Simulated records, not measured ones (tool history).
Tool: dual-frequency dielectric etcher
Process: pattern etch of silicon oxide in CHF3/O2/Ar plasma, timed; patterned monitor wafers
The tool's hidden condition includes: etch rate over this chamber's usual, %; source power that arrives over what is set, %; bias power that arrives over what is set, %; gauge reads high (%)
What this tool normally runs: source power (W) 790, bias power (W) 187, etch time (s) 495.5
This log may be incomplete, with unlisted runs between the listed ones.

run   hour  source power (W)  bias power (W)  etch time (s)  wafers since the last listed run  hours since the last wet clean  hours since the last source power generator calibration  hours since the last bias power generator calibration  hours since the last upper electrode change  hours since the gauge calibration  read-back reference wafer on the same gauge, depth_nm  mean etch depth across the wafer (Å)
  1    0.0               790             187          495.5                                 0                           302.8                                                   3556.2                                                 3505.7                                       5236.3                              437.2                                                 1139.1                                 10172
  2   42.6               790             187          495.5                                88                           345.4                                                   3598.8                                                 3548.3                                       5278.9                              479.8                                                 1140.4                                 10183
      67.3  -- wet clean of the chamber
  3   85.7               790             187          530.0                                39                            18.4                                                   3641.9                                                 3591.4                                       5322.0                              522.9                                                 1139.1                                 10840
  4  152.6               790             187          530.0                               139                            85.3                                                   3708.8                                                 3658.3                                       5388.9                              589.8                                                 1141.2                                 10919
  5  194.1               790             187          530.0                                86                           126.8                                                   3750.3                                                 3699.8                                       5430.4                              631.3                                                 1140.6                                 10848
  6  244.0               900             187          495.5                               104                           176.7                                                   3800.2                                                 3749.7                                       5480.3                              681.2                                                 1139.9                                 10791
     276.2  -- upper electrode replaced
     285.5  -- gauge calibrated
     299.6  -- source power generator calibrated
  7  314.6               900             187          495.5                                88                           247.3                                                     15.0                                                 3820.3                                         38.4                               29.1                                                 1140.7                                 10831
  8  360.2               790             187          495.5                                95                           292.9                                                     60.6                                                 3865.9                                         84.0                               74.7                                                 1140.1                                 10180
     423.4  -- wet clean of the chamber
  9  423.9               680             209          631.0                                82                             0.5                                                    124.3                                                 3929.6                                        147.7                              138.4                                                 1139.0                                 12537
 10  435.4               790             187          564.0                                24                            12.0                                                    135.8                                                 3941.1                                        159.2                              149.9                                                 1140.4                                 11603
     476.4  -- bias power generator calibrated
 11  476.9               790             214          357.5                                78                            53.5                                                    177.3                                                    0.5                                        200.7                              191.4                                                 1140.5                                  7679
 12  534.7               720             187          495.5                               120                           111.3                                                    235.1                                                   58.3                                        258.5                              249.2                                                 1139.8                                  9757
 13  589.5               790             187          495.5                               114                           166.1                                                    289.9                                                  113.1                                        313.3                              304.0                                                 1141.2                                 10206
 14  635.5               630             147          590.5                                96                           212.1                                                    335.9                                                  159.1                                        359.3                              350.0                                                 1139.1                                 10209

What the log doesn't show, run by run:
etch rate over this chamber's usual, %: 0, the same for each run
source power that arrives over what is set, %: 0, the same for each run
bias power that arrives over what is set, %: 0, the same for each run
gauge reads high (%): 0, the same for each run
